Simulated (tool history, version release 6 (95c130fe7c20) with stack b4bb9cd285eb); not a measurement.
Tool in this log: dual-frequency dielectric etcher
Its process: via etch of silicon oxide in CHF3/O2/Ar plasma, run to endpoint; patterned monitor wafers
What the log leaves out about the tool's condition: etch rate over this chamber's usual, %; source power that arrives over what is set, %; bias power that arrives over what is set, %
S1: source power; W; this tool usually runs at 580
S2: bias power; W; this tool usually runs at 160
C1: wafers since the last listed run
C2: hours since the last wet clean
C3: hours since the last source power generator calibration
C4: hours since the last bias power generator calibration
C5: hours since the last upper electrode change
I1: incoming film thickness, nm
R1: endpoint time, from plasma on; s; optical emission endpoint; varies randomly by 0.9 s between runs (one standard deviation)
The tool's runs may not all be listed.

| run | hour | S1 | S2 | C1 | C2 | C3 | C4 | C5 | I1 | R1 |
|---|---|---|---|---|---|---|---|---|---|---|
| 1 | 0.0 | 620 | 160 | 0 | 6.0 | 552.9 | 3516.2 | 2746.5 | 598.8 | 290.0 |
| 2 | 33.2 | 620 | 134 | 138 | 39.2 | 586.1 | 3549.4 | 2779.7 | 600.5 | 320.3 |
| 3 | 67.6 | 580 | 136 | 143 | 73.6 | 620.5 | 3583.8 | 2814.1 | 609.3 | 327.5 |
| 4 | 95.5 | 580 | 136 | 116 | 101.5 | 648.4 | 3611.7 | 2842.0 | 598.4 | 319.7 |
| 5 | 150.1 | 580 | 136 | 228 | 156.1 | 703.0 | 3666.3 | 2896.6 | 602.2 | 321.4 |
| 6 | 188.3 | 580 | 160 | 159 | 194.3 | 741.2 | 3704.5 | 2934.8 | 607.5 | 297.8 |
| 7 | 230.5 | 580 | 188 | 176 | 236.5 | 783.4 | 3746.7 | 2977.0 | 599.0 | 267.9 |
| 8 | 267.7 | 580 | 188 | 155 | 273.7 | 820.6 | 3783.9 | 3014.2 | 598.2 | 267.7 |
| 9 | 303.3 | 580 | 188 | 148 | 309.3 | 856.2 | 3819.5 | 3049.8 | 601.5 | 268.6 |
| 10 | 349.9 | 580 | 189 | 194 | 355.9 | 902.8 | 3866.1 | 3096.4 | 595.8 | 265.0 |
| 11 | 401.0 | 580 | 189 | 213 | 407.0 | 953.9 | 3917.2 | 3147.5 | 598.0 | 264.3 |
|  | 454.9 | wet clean of the chamber |
| 12 | 460.4 | 480 | 168 | 148 | 5.5 | 1013.3 | 3976.6 | 3206.9 | 608.2 | 308.7 |
|  | 487.3 | upper electrode replaced |
| 13 | 488.6 | 480 | 168 | 17 | 33.7 | 1041.5 | 4004.8 | 1.3 | 594.8 | 302.7 |
| 14 | 551.4 | 580 | 160 | 262 | 96.5 | 1104.3 | 4067.6 | 64.1 | 604.3 | 295.5 |
| 15 | 618.1 | 530 | 188 | 279 | 163.2 | 1171.0 | 4134.3 | 130.8 | 602.0 | 276.3 |
| 16 | 665.0 | 510 | 127 | 196 | 210.1 | 1217.9 | 4181.2 | 177.7 | 594.0 | 341.9 |
|  | 682.8 | bias power generator calibrated |
| 17 | 707.7 | 460 | 177 | 161 | 252.8 | 1260.6 | 24.9 | 220.4 | 605.5 | 295.7 |
| 18 | 733.8 | 690 | 160 | 109 | 278.9 | 1286.7 | 51.0 | 246.5 | 597.7 | 276.1 |
| 19 | 797.8 | 540 | 184 | 267 | 342.9 | 1350.7 | 115.0 | 310.5 | 602.2 | 276.2 |
| 20 | 869.0 | 620 | 120 | 297 | 414.1 | 1421.9 | 186.2 | 381.7 | 601.3 | 332.1 |
| 21 | 912.0 | 640 | 193 | 179 | 457.1 | 1464.9 | 229.2 | 424.7 | 599.7 | 252.3 |
| 22 | 980.0 | 580 | 160 | 284 | 525.1 | 1532.9 | 297.2 | 492.7 | 601.2 | 287.5 |
|  | 1019.0 | source power generator calibrated |
|  | 1065.5 | wet clean of the chamber |
| 23 | 1124.4 | 710 | 193 | 486 | 58.9 | 105.4 | 441.6 | 637.1 | 597.5 | 252.3 |
| 24 | 1160.7 | 630 | 123 | 151 | 95.2 | 141.7 | 477.9 | 673.4 | 599.4 | 330.8 |
| 25 | 1203.8 | 480 | 179 | 180 | 138.3 | 184.8 | 521.0 | 716.5 | 597.2 | 290.4 |
| 26 | 1248.0 | 630 | 150 | 184 | 182.5 | 229.0 | 565.2 | 760.7 | 601.2 | 296.0 |
| 27 | 1277.5 | 450 | 145 | 123 | 212.0 | 258.5 | 594.7 | 790.2 | 600.7 | 329.7 |
| 28 | 1305.2 | 580 | 160 | 115 | 239.7 | 286.2 | 622.4 | 817.9 | 603.1 | 293.2 |
| 29 | 1360.6 | 580 | 197 | 231 | 295.1 | 341.6 | 677.8 | 873.3 | 602.1 | 262.6 |
| 30 | 1397.6 | 580 | 160 | 154 | 332.1 | 378.6 | 714.8 | 910.3 | 608.1 | 294.8 |
| 31 | 1459.3 | 580 | 194 | 258 | 393.8 | 440.3 | 776.5 | 972.0 | 599.7 | 262.5 |
| 32 | 1490.6 | 710 | 173 | 130 | 425.1 | 471.6 | 807.8 | 1003.3 | 601.7 | 261.5 |
|  | 1586.4 | wet clean of the chamber |
| 33 | 1654.7 | 620 | 147 | 586 | 68.3 | 635.7 | 971.9 | 1167.4 | 601.7 | 303.9 |
| 34 | 1710.0 | 480 | 176 | 231 | 123.6 | 691.0 | 1027.2 | 1222.7 | 600.5 | 297.2 |
| 35 | 1736.1 | 580 | 160 | 109 | 149.7 | 717.1 | 1053.3 | 1248.8 | 600.5 | 293.4 |
| 36 | 1784.0 | 480 | 172 | 200 | 197.6 | 765.0 | 1101.2 | 1296.7 | 605.4 | 299.3 |

Alternative continuations, all from the tool just after run 36; predict every row:
| A | 1784.5 | 580 | 160 | 2 | 198.1 | 765.5 | 1101.7 | 1297.2 | 597.1 | ? |
| B | 1784.5 | 580 | 141 | 2 | 198.1 | 765.5 | 1101.7 | 1297.2 | 597.1 | ? |
| C | 1784.5 | 480 | 132 | 2 | 198.1 | 765.5 | 1101.7 | 1297.2 | 597.1 | ? |

| run | R1 |
|---|---|
| A | 292.1 |
| B | 312.5 |
| C | 342.7 |
What these runs would have given with no unlogged condition in the tool:
| run | R1 |
|---|---|
| A | 297.6 |
| B | 318.5 |
| C | 349.2 |
